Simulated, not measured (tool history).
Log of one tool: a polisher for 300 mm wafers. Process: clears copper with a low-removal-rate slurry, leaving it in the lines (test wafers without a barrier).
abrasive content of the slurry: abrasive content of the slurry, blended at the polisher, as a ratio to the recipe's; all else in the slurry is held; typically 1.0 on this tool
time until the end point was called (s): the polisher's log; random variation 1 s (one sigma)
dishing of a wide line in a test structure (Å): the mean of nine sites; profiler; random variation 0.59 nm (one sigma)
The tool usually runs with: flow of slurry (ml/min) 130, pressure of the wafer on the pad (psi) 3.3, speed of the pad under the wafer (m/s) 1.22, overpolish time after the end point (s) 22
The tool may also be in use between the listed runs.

run    hour  flow of slurry (ml/min)  pressure of the wafer on the pad (psi)  speed of the pad under the wafer (m/s)  abrasive content of the slurry  overpolish time after the end point (s)  incoming thickness of the incoming film, nm  time until the end point was called (s)  dishing of a wide line in a test structure (Å)
  1     0.0                      130                                     3.3                                    1.22                             1.0                                       22                                        440.0                                     93.6                                             606
       57.9  -- worn pad replaced by a new one
  2    58.4                      130                                     3.3                                    1.22                             1.0                                       22                                        440.0                                     93.1                                             624
       76.2  -- head pressure recalibrated
  3    88.2                      140                                     3.3                                    1.22                             1.0                                       22                                        432.8                                     98.3                                             572
  4   144.3                      115                                     3.3                                    1.22                             1.0                                       22                                        432.7                                    102.2                                             558
      181.8  -- slurry nozzle cleaned
  5   190.0                      115                                     3.3                                    1.22                             1.0                                       22                                        426.2                                     96.3                                             582
  6   214.9                      130                                     3.3                                    1.22                             1.2                                       14                                        437.5                                     96.8                                             419
  7   278.4                      130                                     3.3                                    1.22                             1.2                                       14                                        428.6                                     94.0                                             425
  8   311.6                      130                                     3.3                                    1.22                             1.2                                       14                                        427.3                                     92.3                                             416
  9   365.0                      130                                     3.3                                    1.22                             1.0                                       22                                        434.9                                     95.0                                             585
      378.7  -- slurry blender recalibrated
 10   405.4                      130                                     3.3                                    1.22                             1.0                                       22                                        431.4                                     95.6                                             597
      432.1  -- worn pad replaced by a new one
      532.9  -- slurry nozzle cleaned
 11   570.7                      130                                     3.3                                    1.22                             1.0                                       22                                        436.9                                     91.1                                             621
      594.2  -- head pressure recalibrated
 12   603.2                      130                                     3.3                                    1.22                             1.0                                       22                                        436.2                                     97.4                                             564
 13   657.3                      130                                     3.3                                    1.22                             1.0                                       22                                        435.8                                     98.5                                             579
 14   684.4                      130                                     3.3                                    1.22                             1.0                                       22                                        433.2                                     99.0                                             579
 15   723.0                      130                                     3.3                                    0.84                             1.0                                       22                                        435.8                                    140.1                                             440
 16   767.5                      130                                     3.3                                    1.22                             1.0                                       22                                        432.9                                     96.9                                             583
      787.8  -- worn pad replaced by a new one
 17   804.5                      130                                     3.3                                    1.22                             1.0                                       22                                        432.6                                     96.2                                             589
 18   844.5                      130                                     3.9                                    0.80                             1.0                                       34                                        429.8                                    125.9                                             668
      847.0  -- slurry nozzle cleaned
      902.3  -- slurry blender recalibrated
 19   912.3                      130                                     3.3                                    1.22                             1.0                                       22                                        438.5                                     95.1                                             591
 20   971.8                      145                                     3.3                                    0.96                             0.9                                       22                                        428.5                                    113.4                                             516
      995.8  -- head pressure recalibrated
 21  1031.6                      105                                     2.1                                    1.50                             1.0                                       32                                        438.4                                    112.6                                             665
 22  1076.4                      130                                     3.3                                    1.22                             1.0                                       22                                        433.8                                     97.5                                             598
     1124.3  -- worn pad replaced by a new one
 23  1145.2                      115                                     4.1                                    1.36                             1.0                                       22                                        434.2                                     77.9                                             704
 24  1177.9                      110                                     3.3                                    0.98                             0.8                                       22                                        433.0                                    127.4                                             475
     1188.9  -- slurry nozzle cleaned
 25  1222.4                      175                                     3.3                                    1.50                             1.0                                       28                                        431.6                                     74.4                                             811
 26  1256.8                      130                                     3.3                                    1.22                             1.3                                       30                                        440.6                                     90.2                                             755
     1395.0  -- slurry blender recalibrated
     1421.4  -- head pressure recalibrated
     1427.0  -- worn pad replaced by a new one
 27  1453.3                      110                                     3.6                                    1.22                             1.1                                       14                                        434.0                                     92.3                                             430
 28  1513.3                      160                                     3.3                                    1.22                             1.0                                       17                                        435.0                                     93.4                                             491
     1516.9  -- slurry nozzle cleaned
 29  1566.5                      130                                     3.3                                    1.58                             1.0                                       29                                        440.6                                     77.4                                             813

Some steps in time until the end point was called (s), run to run, broken into two amounts with sign: the step expected even without the hidden condition (settings, incoming material, random variation), and the rest, left for the hidden condition together with whatever gauge scatter is not in both the measured and the hidden-condition-free result:
Hidden state present: removal rate lost through wear of the pad, %; slurry flow missing at the pad, %; deviation of the head's pressure from its setpoint, %; abrasive missing from the slurry, %.
Run 2 -> 3: flow of slurry (ml/min) 130 -> 140, head pressure recalibrated. time until the end point was called (s) +5.2: hidden state +7.8, all else -2.6.
Run 11 -> 12: head pressure recalibrated. time until the end point was called (s) +6.3: hidden state +8.6, all else -2.3.
Run 23 -> 24: flow of slurry (ml/min) 115 -> 110, pressure of the wafer on the pad (psi) 4.1 -> 3.3, speed of the pad under the wafer (m/s) 1.36 -> 0.98, abrasive content of the slurry 1.0 -> 0.8. time until the end point was called (s) +49.5: hidden state -1.4, all else +50.9.
Run 24 -> 25: flow of slurry (ml/min) 110 -> 175, speed of the pad under the wafer (m/s) 0.98 -> 1.50, abrasive content of the slurry 0.8 -> 1.0, overpolish time after the end point (s) 22 -> 28, slurry nozzle cleaned. time until the end point was called (s) -53.0: hidden state +0.6, all else -53.6.

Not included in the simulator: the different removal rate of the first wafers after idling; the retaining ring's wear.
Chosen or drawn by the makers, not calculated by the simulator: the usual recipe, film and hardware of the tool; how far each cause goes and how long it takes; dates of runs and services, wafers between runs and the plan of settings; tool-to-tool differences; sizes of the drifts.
